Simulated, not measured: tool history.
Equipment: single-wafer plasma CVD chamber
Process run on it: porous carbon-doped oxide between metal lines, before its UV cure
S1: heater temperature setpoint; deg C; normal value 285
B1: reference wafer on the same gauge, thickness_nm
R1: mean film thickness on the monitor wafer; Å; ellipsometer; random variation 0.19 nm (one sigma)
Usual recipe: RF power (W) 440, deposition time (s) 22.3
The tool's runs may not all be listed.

{"run": 1, "hour": 0.0, "S1": 285, "RF power (W)": 440, "deposition time (s)": 22.3, "B1": 133.041, "R1": 1160.53}
{"run": 2, "hour": 29.8, "S1": 285, "RF power (W)": 440, "deposition time (s)": 22.3, "B1": 133.05, "R1": 1154.55}
{"run": 3, "hour": 52.9, "S1": 296, "RF power (W)": 470, "deposition time (s)": 22.3, "B1": 132.997, "R1": 1117.13}
{"run": 4, "hour": 67.3, "S1": 296, "RF power (W)": 470, "deposition time (s)": 22.3, "B1": 133.026, "R1": 1116.02}
{"hour": 96.9, "done": "showerhead replaced"}
{"run": 5, "hour": 97.5, "S1": 296, "RF power (W)": 470, "deposition time (s)": 22.3, "B1": 132.994, "R1": 1118.8}
{"hour": 112.3, "done": "gauge calibrated"}
{"run": 6, "hour": 132.5, "S1": 289, "RF power (W)": 440, "deposition time (s)": 22.3, "B1": 133.029, "R1": 1125.22}
{"run": 7, "hour": 150.2, "S1": 289, "RF power (W)": 440, "deposition time (s)": 22.3, "B1": 133.127, "R1": 1124.86}
{"run": 8, "hour": 177.5, "S1": 274, "RF power (W)": 515, "deposition time (s)": 22.3, "B1": 132.925, "R1": 1355.45}
{"hour": 193.4, "done": "thermocouple changed; heater temperature recalibrated"}
{"run": 9, "hour": 193.9, "S1": 285, "RF power (W)": 440, "deposition time (s)": 22.3, "B1": 133.119, "R1": 1208.21}
{"run": 10, "hour": 216.9, "S1": 285, "RF power (W)": 415, "deposition time (s)": 22.3, "B1": 132.959, "R1": 1167.57}
{"run": 11, "hour": 231.0, "S1": 285, "RF power (W)": 525, "deposition time (s)": 24.0, "B1": 133.099, "R1": 1422.48}
{"hour": 246.8, "done": "RF generator calibrated"}
{"run": 12, "hour": 263.1, "S1": 285, "RF power (W)": 440, "deposition time (s)": 26.4, "B1": 133.027, "R1": 1418.73}
{"hour": 266.4, "done": "gauge calibrated"}
{"run": 13, "hour": 284.4, "S1": 285, "RF power (W)": 530, "deposition time (s)": 22.3, "B1": 133.043, "R1": 1329.03}
{"run": 14, "hour": 311.1, "S1": 285, "RF power (W)": 440, "deposition time (s)": 22.3, "B1": 133.034, "R1": 1201.95}

Below are 4 alternative next runs, each starting from the tool's condition after run 14. Predict each:
{"run": "A", "hour": 311.5, "S1": 285, "RF power (W)": 440, "deposition time (s)": 18.6, "B1": "?", "R1": "?"}
{"run": "B", "hour": 311.5, "S1": 295, "RF power (W)": 355, "deposition time (s)": 23.7, "B1": "?", "R1": "?"}
{"run": "C", "hour": 311.5, "S1": 285, "RF power (W)": 365, "deposition time (s)": 19.8, "B1": "?", "R1": "?"}
{"run": "D", "hour": 311.5, "S1": 285, "RF power (W)": 390, "deposition time (s)": 22.3, "B1": "?", "R1": "?"}

run=A B1=133.013 R1=1004.25
run=B B1=133.013 R1=1049.24
run=C B1=133.013 R1=958.16
run=D B1=133.013 R1=1115.77
Take away the tool's hidden state, keep each run's random variation, and the runs would have read:
run=A R1=1010.79
run=B R1=1055.66
run=C R1=964.40
run=D R1=1123.03
